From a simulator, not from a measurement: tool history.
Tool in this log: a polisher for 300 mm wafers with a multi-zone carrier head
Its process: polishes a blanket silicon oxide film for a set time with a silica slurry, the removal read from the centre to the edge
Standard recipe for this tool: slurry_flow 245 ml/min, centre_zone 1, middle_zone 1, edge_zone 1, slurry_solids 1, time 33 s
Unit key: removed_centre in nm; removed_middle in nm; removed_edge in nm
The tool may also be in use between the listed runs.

| run | hour | slurry_flow | centre_zone | middle_zone | edge_zone | slurry_solids | time | wafers since the last listed run | wafers polished on this pad | hours since the slurry nozzle was cleaned | hours since the centre zone pressure was calibrated | hours since the edge zone pressure was calibrated | hours since the carrier head's membrane was replaced | incoming thickness of the incoming film, nm | removed_centre | removed_middle | removed_edge |
|---|---|---|---|---|---|---|---|---|---|---|---|---|---|---|---|---|---|
| 1 | 0 | 245 | 1 | 1 | 1 | 1 | 33 | 0 | 612 | 30.5 | 833.9 | 1042.1 | 631.3 | 792.9 | 85.3 | 93.4 | 89.6 |
| 2 | 51.1 | 245 | 1 | 1 | 1 | 1 | 33 | 401 | 1014 | 81.6 | 885 | 1093.2 | 682.4 | 782.4 | 86.5 | 95 | 90.7 |
| 3 | 90.7 | 245 | 1 | 1 | 1 | 1 | 33 | 311 | 1326 | 121.2 | 924.6 | 1132.8 | 722 | 798.1 | 86.1 | 92.3 | 90.4 |
|  | 119.4 | worn pad replaced by a new one |
| 4 | 154.8 | 245 | 1 | 1 | 1 | 1 | 33 | 472 | 278 | 185.3 | 988.7 | 1196.9 | 786.1 | 783.3 | 85.2 | 92.2 | 90.7 |
| 5 | 220 | 245 | 1 | 1 | 1 | 1 | 33 | 512 | 791 | 250.5 | 1053.9 | 1262.1 | 851.3 | 785 | 84.3 | 94 | 89.8 |
| 6 | 289.3 | 300 | 1.08 | 1 | 1 | 1 | 33 | 545 | 1336 | 319.8 | 1123.2 | 1331.4 | 920.6 | 773 | 93.7 | 95 | 91.3 |
|  | 308.6 | worn pad replaced by a new one |
| 7 | 348.5 | 300 | 1.08 | 1 | 1 | 1 | 33 | 434 | 313 | 379 | 1182.4 | 1390.6 | 979.8 | 784.1 | 94.9 | 93.6 | 91.6 |
| 8 | 398.7 | 245 | 1 | 1 | 1 | 1 | 33 | 394 | 708 | 429.2 | 1232.6 | 1440.8 | 1030 | 784.2 | 84.9 | 92.9 | 90.6 |
| 9 | 424 | 245 | 1 | 1 | 1 | 1 | 33 | 199 | 907 | 454.5 | 1257.9 | 1466.1 | 1055.3 | 784 | 85.4 | 93.2 | 89.6 |
| 10 | 465 | 245 | 1 | 1 | 1 | 1 | 33 | 322 | 1230 | 495.5 | 1298.9 | 1507.1 | 1096.3 | 789.9 | 84.9 | 91.5 | 89.1 |
|  | 491.1 | carrier head's membrane replaced by a new one |
|  | 496.6 | edge zone pressure recalibrated |
|  | 505.6 | worn pad replaced by a new one |
| 11 | 506.1 | 245 | 0.9 | 1.12 | 1 | 1.1 | 33 | 236 | 3 | 536.6 | 1340 | 9.5 | 15 | 783.3 | 78.7 | 106.9 | 94 |
|  | 525.2 | slurry nozzle cleaned |
| 12 | 564.5 | 245 | 1 | 1 | 1 | 1 | 27 | 451 | 455 | 39.3 | 1398.4 | 67.9 | 73.4 | 785.2 | 68.3 | 75.9 | 72.8 |
| 13 | 635.5 | 245 | 1 | 1 | 1 | 1 | 33 | 558 | 1013 | 110.3 | 1469.4 | 138.9 | 144.4 | 791.3 | 82.4 | 93.8 | 88.6 |
|  | 662.2 | centre zone pressure recalibrated |
|  | 681 | worn pad replaced by a new one |
| 14 | 684 | 245 | 1 | 1 | 1 | 1.15 | 33 | 334 | 23 | 158.8 | 21.8 | 187.4 | 192.9 | 788.1 | 110.5 | 100.1 | 94.1 |
| 15 | 752.4 | 245 | 1.11 | 0.92 | 0.93 | 1 | 33 | 538 | 561 | 227.2 | 90.2 | 255.8 | 261.3 | 795.8 | 116.9 | 88.3 | 88.2 |
| 16 | 801.1 | 190 | 0.9 | 1.03 | 1.08 | 1 | 33 | 383 | 944 | 275.9 | 138.9 | 304.5 | 310 | 779.5 | 89.1 | 91.9 | 89.2 |
| 17 | 830.8 | 245 | 1.07 | 1 | 1 | 1.1 | 33 | 233 | 1178 | 305.6 | 168.6 | 334.2 | 339.7 | 800.2 | 117.7 | 97 | 94.3 |
|  | 876.5 | centre zone pressure recalibrated, repeated, since the last time left the tool worse |
| 18 | 895.9 | 245 | 1 | 1 | 1 | 1 | 33 | 496 | 1674 | 370.7 | 19.4 | 399.3 | 404.8 | 790.9 | 89.7 | 92.8 | 90.3 |
|  | 907.2 | worn pad replaced by a new one |
| 19 | 935.9 | 245 | 0.94 | 1 | 1 | 1.3 | 43 | 283 | 226 | 410.7 | 59.4 | 439.3 | 444.8 | 790.2 | 124.8 | 137.6 | 131.6 |
| 20 | 969 | 325 | 1 | 1.04 | 1 | 1.1 | 38 | 260 | 486 | 443.8 | 92.5 | 472.4 | 477.9 | 799.7 | 111.8 | 120.3 | 111.7 |
| 21 | 1004.9 | 245 | 1 | 1.12 | 1 | 1 | 23 | 282 | 768 | 479.7 | 128.4 | 508.3 | 513.8 | 783.6 | 63 | 71.1 | 60.9 |

Per-run results on a tool with no hidden state, each run keeping its own random variation:
Hidden state at play: removal rate lost through wear of the pad, %; slurry flow missing at the pad, %; deviation of the centre zone's pressure from its setpoint, %; deviation of the edge zone's pressure from its setpoint, %.
| run | removed_centre |
|---|---|
| 1 | 89.1 |
| 2 | 90.6 |
| 3 | 90.4 |
| 4 | 89.9 |
| 5 | 89.3 |
| 6 | 99.6 |
| 7 | 101.2 |
| 8 | 90.9 |
| 9 | 91.5 |
| 10 | 91.3 |
| 11 | 84.9 |
| 12 | 73.9 |
| 13 | 89.6 |
| 14 | 95.6 |
| 15 | 101.6 |
| 16 | 77.5 |
| 17 | 102.6 |
| 18 | 90 |
| 19 | 125.5 |
| 20 | 112.7 |
| 21 | 63.6 |
removed_middle: within 0.1 nm of the measured result in every run.
removed_edge: same as the measured value in every run.
